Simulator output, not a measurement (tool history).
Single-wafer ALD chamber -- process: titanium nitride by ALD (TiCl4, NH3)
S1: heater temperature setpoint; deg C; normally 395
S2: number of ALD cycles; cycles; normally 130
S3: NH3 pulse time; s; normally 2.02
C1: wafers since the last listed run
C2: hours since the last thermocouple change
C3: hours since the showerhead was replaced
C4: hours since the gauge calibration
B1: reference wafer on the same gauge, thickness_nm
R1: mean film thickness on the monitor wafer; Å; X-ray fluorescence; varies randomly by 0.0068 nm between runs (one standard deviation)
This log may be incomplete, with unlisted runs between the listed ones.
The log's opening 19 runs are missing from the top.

run,hour,S1,S2,S3,C1,C2,C3,C4,B1,R1
20,1052.9,395,130,1.23,131,924.2,4248.3,279.8,2.426,26.43
# hour 1061.6: thermocouple changed; heater temperature recalibrated
21,1088.5,405,105,1.78,57,26.9,4283.9,315.4,2.424,22.48
22,1128.1,404,146,1.32,83,66.5,4323.5,355.0,2.424,30.38
23,1159.3,395,143,2.24,65,97.7,4354.7,386.2,2.425,30.84
24,1210.0,395,123,2.02,106,148.4,4405.4,436.9,2.422,26.40
# hour 1242.6: showerhead replaced
25,1279.2,402,130,2.60,128,217.6,36.6,506.1,2.420,28.30
26,1346.9,384,146,1.29,142,285.3,104.3,573.8,2.417,29.19
27,1372.9,395,130,2.02,54,311.3,130.3,599.8,2.418,27.89
28,1431.8,383,130,2.34,123,370.2,189.2,658.7,2.418,27.74
29,1467.4,388,122,2.02,74,405.8,224.8,694.3,2.417,25.83
30,1492.6,395,130,2.02,52,431.0,250.0,719.5,2.417,27.84
31,1552.1,401,105,2.02,124,490.5,309.5,779.0,2.416,22.57
32,1589.1,388,130,2.02,77,527.5,346.5,816.0,2.415,27.52
33,1625.3,402,154,2.02,75,563.7,382.7,852.2,2.415,33.03
34,1687.6,395,118,2.02,130,626.0,445.0,914.5,2.413,25.13
35,1721.0,382,130,2.58,70,659.4,478.4,947.9,2.411,27.85
36,1896.7,383,117,2.02,368,835.1,654.1,1123.6,2.410,24.68
37,1940.3,395,130,2.02,91,878.7,697.7,1167.2,2.408,27.65
# hour 1994.4: thermocouple changed; heater temperature recalibrated
38,1994.9,395,112,2.02,97,0.5,752.3,1221.8,2.406,23.83
39,2039.5,381,108,1.68,93,45.1,796.9,1266.4,2.406,22.21

4 options for the next run, each taken on its own from the tool as it stands now. Forecast them:
A,2040.2,382,130,2.02,1,45.8,797.6,1267.1,?,?
B,2040.2,395,119,1.25,1,45.8,797.6,1267.1,?,?
C,2040.2,388,130,1.36,1,45.8,797.6,1267.1,?,?
D,2040.2,402,108,2.40,1,45.8,797.6,1267.1,?,?

run,B1,R1
A,2.405,27.42
B,2.405,24.22
C,2.405,26.45
D,2.405,23.42
The same runs, with their run-to-run variation unchanged, on a tool lacking any hidden condition would have given:
run,R1
A,27.69
B,24.47
C,26.72
D,23.66

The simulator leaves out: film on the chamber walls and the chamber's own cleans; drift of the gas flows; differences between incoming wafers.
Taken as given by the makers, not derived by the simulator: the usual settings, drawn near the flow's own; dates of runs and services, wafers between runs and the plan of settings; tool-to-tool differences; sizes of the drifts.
